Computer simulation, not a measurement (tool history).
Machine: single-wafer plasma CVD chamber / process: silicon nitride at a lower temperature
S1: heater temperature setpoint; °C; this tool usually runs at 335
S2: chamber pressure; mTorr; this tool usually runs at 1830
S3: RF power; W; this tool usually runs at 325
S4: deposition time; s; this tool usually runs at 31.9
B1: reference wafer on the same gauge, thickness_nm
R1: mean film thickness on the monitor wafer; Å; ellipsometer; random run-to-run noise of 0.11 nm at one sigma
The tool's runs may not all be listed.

run    hour   S1    S2   S3    S4      B1      R1
  1       0  335  1830  325  31.9  40.405  406.89
       56.7  -- RF generator calibrated
  2    57.2  335  1830  325  31.9  40.421  413.65
  3    82.8  335  1830  325  31.9  40.401  410.95
       97.5  -- capacitance manometer re-zeroed and calibrated
  4   124.3  335  1830  325  31.9   40.37  411.62
      170.6  -- thermocouple changed; heater temperature recalibrated
  5   182.8  335  1830  285  31.9  40.382  382.86
  6   239.4  335  1830  285  31.9  40.391  379.68
  7   301.6  335  2100  325  31.9  40.429  422.85
  8   339.9  348  1990  325  28.7  40.384  373.84
  9   401.8  327  1560  325  31.9  40.347   399.9
 10   426.5  335  1830  325  31.9  40.417  409.85
 11   457.3  335  1830  325  31.9  40.436  409.31
 12   489.8  326  2280  285  31.9   40.42  397.71
 13   555.8  335  1420  325  31.9  40.399  391.56
 14   586.2  335  1830  325  31.9  40.405   410.1
 15   621.2  345  2260  325  31.9  40.418  423.11
 16   698.9  346  1830  325  27.3  40.394  348.87
      711.9  -- gauge calibrated
 17   729.3  335  1830  325  31.9  40.409  410.65
      747.8  -- showerhead replaced
 18     771  345  2110  360  31.9  40.421  445.05
 19   814.4  335  1830  325  31.9  40.447  409.73
 20   840.3  335  1830  325  31.9  40.393  409.72
 21   886.8  335  1830  325  26.4  40.408  339.65
 22   953.7  345  2110  360  31.9  40.414  443.27
      964.8  -- capacitance manometer re-zeroed and calibrated
 23   992.7  349  1420  300  36.5  40.402  420.92
 24  1060.8  335  1830  325  31.9  40.366  408.44
     1102.5  -- thermocouple changed; heater temperature recalibrated
 25    1103  322  1380  390    28  40.415  382.06
 26  1173.1  335  1950  280  31.9  40.406  374.47
 27  1303.8  335  1830  375  37.7  40.356  520.89
 28  1343.4  335  1830  325  31.9  40.413  406.59
 29    1415  335  1680  355    28  40.408  370.41

Alternative continuations, all from the tool just after run 29; predict every row:
  A  1415.4  335  1830  325  27.1   ?   ?
  B  1415.4  325  1440  350  35.6   ?   ?
  C  1415.4  341  2280  380  35.9   ?   ?

run      B1      R1
  A  40.401  342.97
  B  40.401   452.9
  C  40.401  518.36
With the hidden condition removed and each run's random variation left untouched, the same runs would have given:
run      R1
  A  351.26
  B  463.42
  C  530.39
